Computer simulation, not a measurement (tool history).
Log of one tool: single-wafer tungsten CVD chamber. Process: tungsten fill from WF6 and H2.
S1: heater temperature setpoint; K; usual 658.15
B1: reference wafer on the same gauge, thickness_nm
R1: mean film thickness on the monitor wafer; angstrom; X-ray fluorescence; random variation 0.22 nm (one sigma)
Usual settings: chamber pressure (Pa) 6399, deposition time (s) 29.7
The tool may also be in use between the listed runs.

run 1 hour=0 | S1=658.15 chamber_pressure_(Pa)=6399 deposition_time_(s)=34.1 | B1=87.664 | R1=882.91
run 2 hour=65.2 | S1=658.15 chamber_pressure_(Pa)=6399 deposition_time_(s)=29.7 | B1=87.637 | R1=770.55
run 3 hour=91.9 | S1=658.15 chamber_pressure_(Pa)=6399 deposition_time_(s)=29.7 | B1=87.59 | R1=770.92
run 4 hour=281 | S1=658.15 chamber_pressure_(Pa)=6399 deposition_time_(s)=29.7 | B1=87.766 | R1=774.3
run 5 hour=338.1 | S1=658.15 chamber_pressure_(Pa)=6399 deposition_time_(s)=29.7 | B1=87.738 | R1=771.63
run 6 hour=362.4 | S1=658.15 chamber_pressure_(Pa)=6399 deposition_time_(s)=29.7 | B1=87.784 | R1=768.99
run 7 hour=424.9 | S1=658.15 chamber_pressure_(Pa)=6399 deposition_time_(s)=29.7 | B1=87.655 | R1=771.9
run 8 hour=466.9 | S1=658.15 chamber_pressure_(Pa)=6399 deposition_time_(s)=31.2 | B1=87.669 | R1=808.64
run 9 hour=514.4 | S1=658.15 chamber_pressure_(Pa)=6399 deposition_time_(s)=31.2 | B1=87.669 | R1=810.51
run 10 hour=541.2 | S1=658.15 chamber_pressure_(Pa)=6399 deposition_time_(s)=31.2 | B1=87.733 | R1=810
run 11 hour=599.7 | S1=666.15 chamber_pressure_(Pa)=6399 deposition_time_(s)=29.7 | B1=87.697 | R1=880.76
run 12 hour=666.7 | S1=666.15 chamber_pressure_(Pa)=6399 deposition_time_(s)=29.7 | B1=87.778 | R1=881.72
run 13 hour=697.9 | S1=658.15 chamber_pressure_(Pa)=6399 deposition_time_(s)=28.3 | B1=87.617 | R1=732.73
run 14 hour=723.8 | S1=658.15 chamber_pressure_(Pa)=7479 deposition_time_(s)=29.7 | B1=87.705 | R1=837.1
run 15 hour=763.3 | S1=658.15 chamber_pressure_(Pa)=7479 deposition_time_(s)=29.7 | B1=87.719 | R1=839.11
-- hour=814.5 gauge calibrated
run 16 hour=832.6 | S1=658.15 chamber_pressure_(Pa)=6399 deposition_time_(s)=29.7 | B1=87.592 | R1=771.37
run 17 hour=858.6 | S1=672.15 chamber_pressure_(Pa)=7253 deposition_time_(s)=29.7 | B1=87.694 | R1=1037.84
run 18 hour=901 | S1=672.15 chamber_pressure_(Pa)=6946 deposition_time_(s)=31.5 | B1=87.707 | R1=1078.58
run 19 hour=950.4 | S1=649.15 chamber_pressure_(Pa)=5586 deposition_time_(s)=32 | B1=87.738 | R1=657.97
run 20 hour=988.6 | S1=646.15 chamber_pressure_(Pa)=7506 deposition_time_(s)=26.8 | B1=87.681 | R1=612.44
run 21 hour=1019.7 | S1=670.15 chamber_pressure_(Pa)=7279 deposition_time_(s)=33 | B1=87.661 | R1=1127.18
run 22 hour=1063 | S1=658.15 chamber_pressure_(Pa)=6399 deposition_time_(s)=24.8 | B1=87.637 | R1=644.28
-- hour=1106.6 showerhead replaced
run 23 hour=1117.7 | S1=652.15 chamber_pressure_(Pa)=5880 deposition_time_(s)=33.1 | B1=87.702 | R1=742.22
run 24 hour=1155.8 | S1=658.15 chamber_pressure_(Pa)=5906 deposition_time_(s)=29.7 | B1=87.562 | R1=740.36
-- hour=1165.1 thermocouple changed; heater temperature recalibrated
run 25 hour=1203.9 | S1=643.15 chamber_pressure_(Pa)=6399 deposition_time_(s)=32 | B1=87.692 | R1=634.55
run 26 hour=1342.6 | S1=672.15 chamber_pressure_(Pa)=4946 deposition_time_(s)=26.5 | B1=87.679 | R1=753.88
-- hour=1382.5 capacitance manometer re-zeroed and calibrated
run 27 hour=1388.4 | S1=658.15 chamber_pressure_(Pa)=6399 deposition_time_(s)=29.7 | B1=87.662 | R1=776.58
run 28 hour=1575.8 | S1=653.15 chamber_pressure_(Pa)=4826 deposition_time_(s)=29.7 | B1=87.654 | R1=603.33
run 29 hour=1631.5 | S1=652.15 chamber_pressure_(Pa)=7919 deposition_time_(s)=24.3 | B1=87.73 | R1=633.28
run 30 hour=1672 | S1=658.15 chamber_pressure_(Pa)=6399 deposition_time_(s)=29.7 | B1=87.718 | R1=770.66
run 31 hour=1841.4 | S1=652.15 chamber_pressure_(Pa)=7919 deposition_time_(s)=24.3 | B1=87.766 | R1=632.67
run 32 hour=1895.4 | S1=658.15 chamber_pressure_(Pa)=6399 deposition_time_(s)=29.7 | B1=87.768 | R1=770.38
run 33 hour=1925.5 | S1=658.15 chamber_pressure_(Pa)=6399 deposition_time_(s)=29.7 | B1=87.744 | R1=767.85

The tool's hidden state at each run:
wafer temperature above the value expected at the setpoint (K): 0 in every run
true pressure above the setpoint (%): 0 in every run
gauge reads high (%): 0 in every run
